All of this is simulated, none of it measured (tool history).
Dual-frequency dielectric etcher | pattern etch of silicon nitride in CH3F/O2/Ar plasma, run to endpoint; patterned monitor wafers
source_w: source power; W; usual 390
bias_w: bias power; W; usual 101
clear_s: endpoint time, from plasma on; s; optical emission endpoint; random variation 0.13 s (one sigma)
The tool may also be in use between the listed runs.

run    hour  source_w  bias_w  incoming incoming film thickness, nm  clear_s
  1     0.0       390     120                                 29.41     40.3
  2   126.8       390      92                                 29.16     43.6
  3   227.4       390      92                                 29.41     43.7
      259.6  -- wet clean of the chamber
  4   297.8       390      92                                 29.53     44.0
  5   356.7       390     101                                 29.54     42.7
  6   392.6       390     101                                 29.26     42.3
  7   464.4       390     101                                 29.28     42.1
  8   505.8       390     101                                 29.60     42.6
  9   532.6       390     101                                 29.36     42.1
 10   586.5       390     101                                 29.34     42.0
 11   621.6       390     101                                 29.48     42.5
      671.3  -- wet clean of the chamber
 12   671.8       390     101                                 29.68     42.7
      690.3  -- source power generator calibrated
 13   723.9       390     101                                 29.65     43.3
 14   758.7       390      90                                 29.48     44.9
 15   805.6       390      90                                 29.49     44.8
 16   853.0       360     101                                 29.32     44.2
     1045.9  -- wet clean of the chamber
 17  1046.4       390     101                                 29.27     42.7
 18  1091.6       390     101                                 29.60     43.2
 19  1151.8       390     101                                 29.16     42.3
 20  1197.6       440      92                                 29.15     42.1
 21  1247.7       480     113                                 29.60     38.5
 22  1275.6       320     109                                 29.38     44.6
 23  1324.6       300     111                                 29.09     44.9
     1349.6  -- bias power generator calibrated
 24  1368.5       290      84                                 29.35     51.5
     1423.1  -- wet clean of the chamber
 25  1423.6       460     101                                 29.54     41.3
     1462.1  -- upper electrode replaced
 26  1484.7       390     112                                 29.52     42.0
 27  1528.3       460      89                                 29.01     41.9
 28  1583.0       390     101                                 29.47     43.4
 29  1640.1       360      78                                 29.26     48.9
 30  1689.8       390      77                                 29.61     47.7
 31  1727.1       470      81                                 29.46     43.7
 32  1752.8       480     113                                 29.43     38.8
 33  1802.6       430      82                                 29.26     44.5
     1828.9  -- wet clean of the chamber
 34  1836.4       390     101                                 29.58     43.6

Measured less the same run without the tool's hidden state. The same run-to-run variation is in both; the gauge's scatter may not be:
The hidden state here: etch rate over this chamber's usual, %; source power that arrives over what is set, %; bias power that arrives over what is set, %.
run  clear_s
  1     -0.9
  2     -1.1
  3     -1.2
  4     -1.2
  5     -1.2
  6     -1.3
  7     -1.3
  8     -1.4
  9     -1.4
 10     -1.4
 11     -1.5
 12     -1.5
 13     -0.7
 14     -0.7
 15     -0.8
 16     -0.8
 17     -0.8
 18     -0.8
 19     -0.8
 20     -0.8
 21     -0.8
 22     -0.9
 23     -1.0
 24     -0.2
 25     -0.2
 26     -0.2
 27     -0.2
 28     -0.2
 29     -0.2
 30     -0.3
 31     -0.3
 32     -0.3
 33     -0.4
 34     -0.4

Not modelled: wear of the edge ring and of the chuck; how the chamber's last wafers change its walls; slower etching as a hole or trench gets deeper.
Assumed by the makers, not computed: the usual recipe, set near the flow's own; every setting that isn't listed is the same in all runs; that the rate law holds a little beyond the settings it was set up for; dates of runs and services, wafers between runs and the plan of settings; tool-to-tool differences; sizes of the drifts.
